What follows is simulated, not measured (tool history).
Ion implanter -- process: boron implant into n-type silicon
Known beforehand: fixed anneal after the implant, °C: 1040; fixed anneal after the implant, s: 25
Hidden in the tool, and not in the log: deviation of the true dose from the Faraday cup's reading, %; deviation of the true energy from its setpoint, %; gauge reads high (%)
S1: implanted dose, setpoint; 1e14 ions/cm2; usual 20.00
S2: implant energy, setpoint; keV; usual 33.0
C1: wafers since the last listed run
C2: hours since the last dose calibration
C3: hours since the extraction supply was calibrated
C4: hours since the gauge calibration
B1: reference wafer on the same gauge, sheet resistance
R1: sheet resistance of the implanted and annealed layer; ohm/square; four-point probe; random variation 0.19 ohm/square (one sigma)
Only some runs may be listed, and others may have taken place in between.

{"run": 1, "day": 0.0, "S1": 20.0, "S2": 24.0, "C1": 0, "C2": 1083.3, "C3": 2865.6, "C4": 588.6, "B1": 52.23, "R1": 66.46}
{"run": 2, "day": 0.562, "S1": 16.13, "S2": 33.0, "C1": 489, "C2": 1096.8, "C3": 2879.1, "C4": 602.1, "B1": 52.28, "R1": 75.97}
{"run": 3, "day": 1.704, "S1": 16.13, "S2": 33.0, "C1": 994, "C2": 1124.2, "C3": 2906.5, "C4": 629.5, "B1": 52.35, "R1": 75.8}
{"run": 4, "day": 2.35, "S1": 16.13, "S2": 33.0, "C1": 562, "C2": 1139.7, "C3": 2922.0, "C4": 645.0, "B1": 52.37, "R1": 75.54}
{"run": 5, "day": 3.229, "S1": 20.0, "S2": 33.0, "C1": 765, "C2": 1160.8, "C3": 2943.1, "C4": 666.1, "B1": 52.41, "R1": 63.26}
{"run": 6, "day": 4.333, "S1": 20.0, "S2": 40.0, "C1": 961, "C2": 1187.3, "C3": 2969.6, "C4": 692.6, "B1": 52.5, "R1": 62.05}
{"run": 7, "day": 5.762, "S1": 16.2, "S2": 41.5, "C1": 1244, "C2": 1221.6, "C3": 3003.9, "C4": 726.9, "B1": 52.62, "R1": 74.12}
{"run": 8, "day": 7.229, "S1": 20.0, "S2": 41.5, "C1": 1277, "C2": 1256.8, "C3": 3039.1, "C4": 762.1, "B1": 52.72, "R1": 62.16}
{"run": 9, "day": 7.85, "S1": 20.0, "S2": 41.5, "C1": 540, "C2": 1271.7, "C3": 3054.0, "C4": 777.0, "B1": 52.77, "R1": 62.0}
{"run": 10, "day": 8.542, "S1": 16.7, "S2": 33.0, "C1": 602, "C2": 1288.3, "C3": 3070.6, "C4": 793.6, "B1": 52.86, "R1": 74.45}
{"run": 11, "day": 10.008, "S1": 16.7, "S2": 33.0, "C1": 1277, "C2": 1323.5, "C3": 3105.8, "C4": 828.8, "B1": 52.96, "R1": 74.55}
{"run": 12, "day": 11.054, "S1": 16.7, "S2": 33.0, "C1": 910, "C2": 1348.6, "C3": 3130.9, "C4": 853.9, "B1": 53.02, "R1": 74.46}
{"day": 11.575, "done": "gauge calibrated"}
{"run": 13, "day": 12.083, "S1": 20.0, "S2": 25.5, "C1": 896, "C2": 1373.3, "C3": 3155.6, "C4": 12.2, "B1": 51.34, "R1": 64.23}
{"run": 14, "day": 13.317, "S1": 20.0, "S2": 25.5, "C1": 1074, "C2": 1402.9, "C3": 3185.2, "C4": 41.8, "B1": 51.39, "R1": 64.65}
{"run": 15, "day": 13.933, "S1": 20.0, "S2": 25.5, "C1": 537, "C2": 1417.7, "C3": 3200.0, "C4": 56.6, "B1": 51.38, "R1": 64.04}
{"run": 16, "day": 14.771, "S1": 24.52, "S2": 41.5, "C1": 729, "C2": 1437.8, "C3": 3220.1, "C4": 76.7, "B1": 51.37, "R1": 51.27}
{"day": 15.75, "done": "Faraday cup replaced and dose calibrated"}
{"run": 17, "day": 15.771, "S1": 20.0, "S2": 33.0, "C1": 580, "C2": 0.5, "C3": 3244.1, "C4": 100.7, "B1": 51.42, "R1": 62.19}
{"run": 18, "day": 16.462, "S1": 24.56, "S2": 40.5, "C1": 602, "C2": 17.1, "C3": 3260.7, "C4": 117.3, "B1": 51.37, "R1": 50.99}
{"run": 19, "day": 17.546, "S1": 23.45, "S2": 44.5, "C1": 943, "C2": 43.1, "C3": 3286.7, "C4": 143.3, "B1": 51.41, "R1": 52.81}
{"run": 20, "day": 18.271, "S1": 20.0, "S2": 36.5, "C1": 631, "C2": 60.5, "C3": 3304.1, "C4": 160.7, "B1": 51.43, "R1": 61.47}
{"run": 21, "day": 19.271, "S1": 20.0, "S2": 22.0, "C1": 871, "C2": 84.5, "C3": 3328.1, "C4": 184.7, "B1": 51.46, "R1": 66.22}
{"run": 22, "day": 20.117, "S1": 17.53, "S2": 42.0, "C1": 736, "C2": 104.8, "C3": 3348.4, "C4": 205.0, "B1": 51.47, "R1": 67.77}
{"run": 23, "day": 20.638, "S1": 21.97, "S2": 38.5, "C1": 453, "C2": 117.3, "C3": 3360.9, "C4": 217.5, "B1": 51.5, "R1": 56.29}
{"day": 21.221, "done": "extraction supply calibrated"}
{"run": 24, "day": 21.242, "S1": 20.0, "S2": 39.5, "C1": 235, "C2": 131.8, "C3": 0.5, "C4": 232.0, "B1": 51.47, "R1": 61.15}
{"run": 25, "day": 22.529, "S1": 20.0, "S2": 24.0, "C1": 1121, "C2": 162.7, "C3": 31.4, "C4": 262.9, "B1": 51.52, "R1": 65.18}
{"run": 26, "day": 23.829, "S1": 14.67, "S2": 38.5, "C1": 1132, "C2": 193.9, "C3": 62.6, "C4": 294.1, "B1": 51.56, "R1": 80.26}
{"run": 27, "day": 24.496, "S1": 15.26, "S2": 39.5, "C1": 580, "C2": 209.9, "C3": 78.6, "C4": 310.1, "B1": 51.57, "R1": 76.73}
{"run": 28, "day": 25.838, "S1": 20.0, "S2": 33.0, "C1": 1168, "C2": 242.1, "C3": 110.8, "C4": 342.3, "B1": 51.61, "R1": 62.5}
{"run": 29, "day": 27.038, "S1": 20.0, "S2": 33.0, "C1": 1045, "C2": 270.9, "C3": 139.6, "C4": 371.1, "B1": 51.62, "R1": 62.23}
{"run": 30, "day": 28.2, "S1": 22.77, "S2": 37.0, "C1": 1012, "C2": 298.8, "C3": 167.5, "C4": 399.0, "B1": 51.66, "R1": 55.45}
{"run": 31, "day": 29.046, "S1": 15.84, "S2": 22.5, "C1": 736, "C2": 319.1, "C3": 187.8, "C4": 419.3, "B1": 51.72, "R1": 79.24}
{"run": 32, "day": 29.708, "S1": 21.75, "S2": 33.0, "C1": 577, "C2": 335.0, "C3": 203.7, "C4": 435.2, "B1": 51.75, "R1": 58.51}
{"run": 33, "day": 30.946, "S1": 20.0, "S2": 33.0, "C1": 1077, "C2": 364.7, "C3": 233.4, "C4": 464.9, "B1": 51.79, "R1": 62.68}
{"run": 34, "day": 31.467, "S1": 24.15, "S2": 25.0, "C1": 453, "C2": 377.2, "C3": 245.9, "C4": 477.4, "B1": 51.78, "R1": 57.51}
{"run": 35, "day": 32.542, "S1": 25.94, "S2": 36.5, "C1": 936, "C2": 403.0, "C3": 271.7, "C4": 503.2, "B1": 51.89, "R1": 50.47}
{"run": 36, "day": 33.058, "S1": 21.77, "S2": 23.5, "C1": 450, "C2": 415.4, "C3": 284.1, "C4": 515.6, "B1": 51.89, "R1": 61.89}
{"run": 37, "day": 33.996, "S1": 24.62, "S2": 23.0, "C1": 816, "C2": 437.9, "C3": 306.6, "C4": 538.1, "B1": 51.94, "R1": 57.99}

Give the tool's hidden conditions for every run:
deviation of the true dose from the Faraday cup's reading, %: 0 across all the runs
deviation of the true energy from its setpoint, %: 0 across all the runs
H1: gauge reads high (%)
run=1 H1=1.45
run=2 H1=1.51
run=3 H1=1.64
run=4 H1=1.72
run=5 H1=1.83
run=6 H1=1.97
run=7 H1=2.16
run=8 H1=2.37
run=9 H1=2.46
run=10 H1=2.56
run=11 H1=2.78
run=12 H1=2.95
run=13 H1=-0.253
run=14 H1=-0.247
run=15 H1=-0.241
run=16 H1=-0.231
run=17 H1=-0.214
run=18 H1=-0.2
run=19 H1=-0.173
run=20 H1=-0.152
run=21 H1=-0.12
run=22 H1=-0.0889
run=23 H1=-0.0682
run=24 H1=-0.0427
run=25 H1=0.0173
run=26 H1=0.0855
run=27 H1=0.123
run=28 H1=0.206
run=29 H1=0.286
run=30 H1=0.371
run=31 H1=0.436
run=32 H1=0.489
run=33 H1=0.594
run=34 H1=0.64
run=35 H1=0.739
run=36 H1=0.789
run=37 H1=0.882
